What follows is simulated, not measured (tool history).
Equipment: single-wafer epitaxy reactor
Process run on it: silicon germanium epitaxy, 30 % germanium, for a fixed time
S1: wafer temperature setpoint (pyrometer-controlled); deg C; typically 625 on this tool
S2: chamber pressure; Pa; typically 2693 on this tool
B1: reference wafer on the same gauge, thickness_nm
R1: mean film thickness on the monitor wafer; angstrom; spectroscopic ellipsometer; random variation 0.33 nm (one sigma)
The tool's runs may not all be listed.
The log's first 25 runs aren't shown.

| run | hour | S1 | S2 | B1 | R1 |
|---|---|---|---|---|---|
| 26 | 2049.0 | 614 | 2693 | 69.597 | 711.22 |
| 27 | 2120.2 | 632 | 3013 | 69.589 | 978.58 |
| 28 | 2197.1 | 631 | 3026 | 69.569 | 960.54 |
| 29 | 2249.2 | 625 | 2693 | 69.644 | 831.17 |
| 30 | 2352.0 | 625 | 3240 | 69.570 | 893.15 |
| 31 | 2399.2 | 625 | 2693 | 69.639 | 824.16 |
| 32 | 2495.4 | 633 | 3040 | 69.596 | 976.06 |
| 33 | 2539.2 | 631 | 2693 | 69.538 | 897.37 |
| 34 | 2596.3 | 619 | 3146 | 69.603 | 790.98 |

5 ways to go on from here, each from the tool as it stands after run 34. What would each give?
| A | 2596.7 | 625 | 2693 | ? | ? |
| B | 2596.7 | 635 | 2053 | ? | ? |
| C | 2596.7 | 611 | 3013 | ? | ? |
| D | 2596.7 | 613 | 2360 | ? | ? |
| E | 2596.7 | 631 | 2506 | ? | ? |

| run | B1 | R1 |
|---|---|---|
| A | 69.553 | 811.93 |
| B | 69.553 | 848.53 |
| C | 69.553 | 683.56 |
| D | 69.553 | 640.43 |
| E | 69.553 | 864.39 |
What these runs would have given with no unlogged condition in the tool:
| run | R1 |
|---|---|
| A | 851.49 |
| B | 889.38 |
| C | 717.45 |
| D | 672.10 |
| E | 906.20 |
